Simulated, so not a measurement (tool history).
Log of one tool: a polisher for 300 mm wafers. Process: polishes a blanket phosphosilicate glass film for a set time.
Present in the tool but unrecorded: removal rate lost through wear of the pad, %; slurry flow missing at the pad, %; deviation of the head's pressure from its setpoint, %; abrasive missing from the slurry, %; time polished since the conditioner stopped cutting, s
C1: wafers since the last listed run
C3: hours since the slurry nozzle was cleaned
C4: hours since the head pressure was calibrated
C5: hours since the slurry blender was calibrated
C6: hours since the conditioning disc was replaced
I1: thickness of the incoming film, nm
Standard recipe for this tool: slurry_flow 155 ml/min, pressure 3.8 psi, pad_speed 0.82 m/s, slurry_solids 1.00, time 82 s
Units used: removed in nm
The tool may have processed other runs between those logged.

run 1 day=0.000 | slurry_flow=155 pressure=4.6 pad_speed=0.82 slurry_solids=1.00 time=89 | C1=0 wafers_polished_on_this_pad=47 C3=583.3 C4=641.0 C5=333.1 C6=321.1 | I1=2816.5 | removed=655.1
run 2 day=0.742 | slurry_flow=155 pressure=4.6 pad_speed=0.82 slurry_solids=1.00 time=89 | C1=219 wafers_polished_on_this_pad=266 C3=601.1 C4=658.8 C5=350.9 C6=338.9 | I1=2844.6 | removed=650.2
run 3 day=1.300 | slurry_flow=155 pressure=4.6 pad_speed=0.82 slurry_solids=1.00 time=89 | C1=165 wafers_polished_on_this_pad=431 C3=614.5 C4=672.2 C5=364.3 C6=352.3 | I1=2799.0 | removed=658.3
run 4 day=1.646 | slurry_flow=155 pressure=3.8 pad_speed=0.82 slurry_solids=1.00 time=82 | C1=102 wafers_polished_on_this_pad=534 C3=622.8 C4=680.5 C5=372.6 C6=360.6 | I1=2782.8 | removed=522.8
run 5 day=1.979 | slurry_flow=155 pressure=3.8 pad_speed=0.82 slurry_solids=1.00 time=82 | C1=98 wafers_polished_on_this_pad=632 C3=630.8 C4=688.5 C5=380.6 C6=368.6 | I1=2756.6 | removed=520.8
run 6 day=2.317 | slurry_flow=155 pressure=3.8 pad_speed=0.82 slurry_solids=1.00 time=82 | C1=99 wafers_polished_on_this_pad=732 C3=638.9 C4=696.6 C5=388.7 C6=376.7 | I1=2759.6 | removed=506.3
run 7 day=2.812 | slurry_flow=155 pressure=3.8 pad_speed=0.82 slurry_solids=1.00 time=82 | C1=146 wafers_polished_on_this_pad=879 C3=650.8 C4=708.5 C5=400.6 C6=388.6 | I1=2807.6 | removed=501.3
run 8 day=3.300 | slurry_flow=155 pressure=3.8 pad_speed=0.82 slurry_solids=1.00 time=82 | C1=144 wafers_polished_on_this_pad=1023 C3=662.5 C4=720.2 C5=412.3 C6=400.3 | I1=2769.8 | removed=506.6
run 9 day=3.554 | slurry_flow=155 pressure=3.8 pad_speed=0.82 slurry_solids=1.00 time=82 | C1=75 wafers_polished_on_this_pad=1098 C3=668.6 C4=726.3 C5=418.4 C6=406.4 | I1=2798.3 | removed=510.3
-- day=4.671 conditioning disc replaced and pad reconditioned
-- day=4.842 worn pad replaced by a new one
run 10 day=5.608 | slurry_flow=155 pressure=3.8 pad_speed=0.82 slurry_solids=1.00 time=82 | C1=533 wafers_polished_on_this_pad=226 C3=717.9 C4=775.6 C5=467.7 C6=22.5 | I1=2770.9 | removed=494.9
run 11 day=6.254 | slurry_flow=155 pressure=3.8 pad_speed=0.62 slurry_solids=1.00 time=82 | C1=190 wafers_polished_on_this_pad=417 C3=733.4 C4=791.1 C5=483.2 C6=38.0 | I1=2769.6 | removed=395.1
-- day=6.967 slurry blender recalibrated
run 12 day=6.988 | slurry_flow=155 pressure=3.8 pad_speed=0.82 slurry_solids=1.00 time=82 | C1=192 wafers_polished_on_this_pad=609 C3=751.0 C4=808.7 C5=0.5 C6=55.6 | I1=2770.8 | removed=584.1
-- day=8.462 slurry nozzle cleaned
run 13 day=8.858 | slurry_flow=155 pressure=3.8 pad_speed=0.70 slurry_solids=1.00 time=82 | C1=540 wafers_polished_on_this_pad=1150 C3=9.5 C4=853.6 C5=45.4 C6=100.5 | I1=2744.3 | removed=508.0
run 14 day=9.517 | slurry_flow=155 pressure=3.4 pad_speed=0.82 slurry_solids=1.00 time=73 | C1=194 wafers_polished_on_this_pad=1344 C3=25.3 C4=869.4 C5=61.2 C6=116.3 | I1=2794.3 | removed=472.4
run 15 day=9.775 | slurry_flow=155 pressure=2.9 pad_speed=0.82 slurry_solids=1.00 time=102 | C1=76 wafers_polished_on_this_pad=1421 C3=31.5 C4=875.6 C5=67.4 C6=122.5 | I1=2800.9 | removed=608.4
-- day=10.038 worn pad replaced by a new one
-- day=10.533 head pressure recalibrated
run 16 day=10.554 | slurry_flow=100 pressure=3.8 pad_speed=0.82 slurry_solids=0.85 time=82 | C1=156 wafers_polished_on_this_pad=128 C3=50.2 C4=0.5 C5=86.1 C6=141.2 | I1=2752.4 | removed=487.9
run 17 day=10.779 | slurry_flow=155 pressure=3.8 pad_speed=0.82 slurry_solids=1.00 time=82 | C1=66 wafers_polished_on_this_pad=194 C3=55.6 C4=5.9 C5=91.5 C6=146.6 | I1=2755.5 | removed=565.8
run 18 day=11.254 | slurry_flow=155 pressure=3.8 pad_speed=0.82 slurry_solids=0.80 time=75 | C1=140 wafers_polished_on_this_pad=335 C3=67.0 C4=17.3 C5=102.9 C6=158.0 | I1=2740.5 | removed=461.7
run 19 day=12.000 | slurry_flow=155 pressure=5.0 pad_speed=0.82 slurry_solids=1.10 time=54 | C1=220 wafers_polished_on_this_pad=555 C3=84.9 C4=35.2 C5=120.8 C6=175.9 | I1=2793.4 | removed=452.5
run 20 day=12.758 | slurry_flow=155 pressure=3.8 pad_speed=0.96 slurry_solids=1.10 time=68 | C1=224 wafers_polished_on_this_pad=779 C3=103.1 C4=53.4 C5=139.0 C6=194.1 | I1=2768.4 | removed=543.8
run 21 day=13.296 | slurry_flow=155 pressure=5.0 pad_speed=0.82 slurry_solids=1.10 time=54 | C1=158 wafers_polished_on_this_pad=938 C3=116.0 C4=66.3 C5=151.9 C6=207.0 | I1=2759.3 | removed=465.9

Here are 5 independent what-if runs from the current tool condition. What would each one return?
run A day=13.317 | slurry_flow=155 pressure=3.8 pad_speed=0.82 slurry_solids=0.85 time=82 | C1=6 wafers_polished_on_this_pad=944 C3=116.5 C4=66.8 C5=152.4 C6=207.5 | I1=2781.3 | removed=?
run B day=13.317 | slurry_flow=190 pressure=3.4 pad_speed=0.68 slurry_solids=1.00 time=82 | C1=6 wafers_polished_on_this_pad=944 C3=116.5 C4=66.8 C5=152.4 C6=207.5 | I1=2781.3 | removed=?
run C day=13.317 | slurry_flow=155 pressure=4.4 pad_speed=0.58 slurry_solids=1.00 time=95 | C1=6 wafers_polished_on_this_pad=944 C3=116.5 C4=66.8 C5=152.4 C6=207.5 | I1=2781.3 | removed=?
run D day=13.317 | slurry_flow=155 pressure=2.6 pad_speed=0.82 slurry_solids=1.00 time=82 | C1=6 wafers_polished_on_this_pad=944 C3=116.5 C4=66.8 C5=152.4 C6=207.5 | I1=2781.3 | removed=?
run E day=13.317 | slurry_flow=155 pressure=3.8 pad_speed=1.06 slurry_solids=1.00 time=82 | C1=6 wafers_polished_on_this_pad=944 C3=116.5 C4=66.8 C5=152.4 C6=207.5 | I1=2781.3 | removed=?

run=A removed=515.0
run=B removed=464.9
run=C removed=536.8
run=D removed=452.5
run=E removed=685.6
Had the tool no hidden state, the same runs would have come out as:
run=A removed=551.9
run=B removed=495.5
run=C removed=572.2
run=D removed=482.4
run=E removed=730.8

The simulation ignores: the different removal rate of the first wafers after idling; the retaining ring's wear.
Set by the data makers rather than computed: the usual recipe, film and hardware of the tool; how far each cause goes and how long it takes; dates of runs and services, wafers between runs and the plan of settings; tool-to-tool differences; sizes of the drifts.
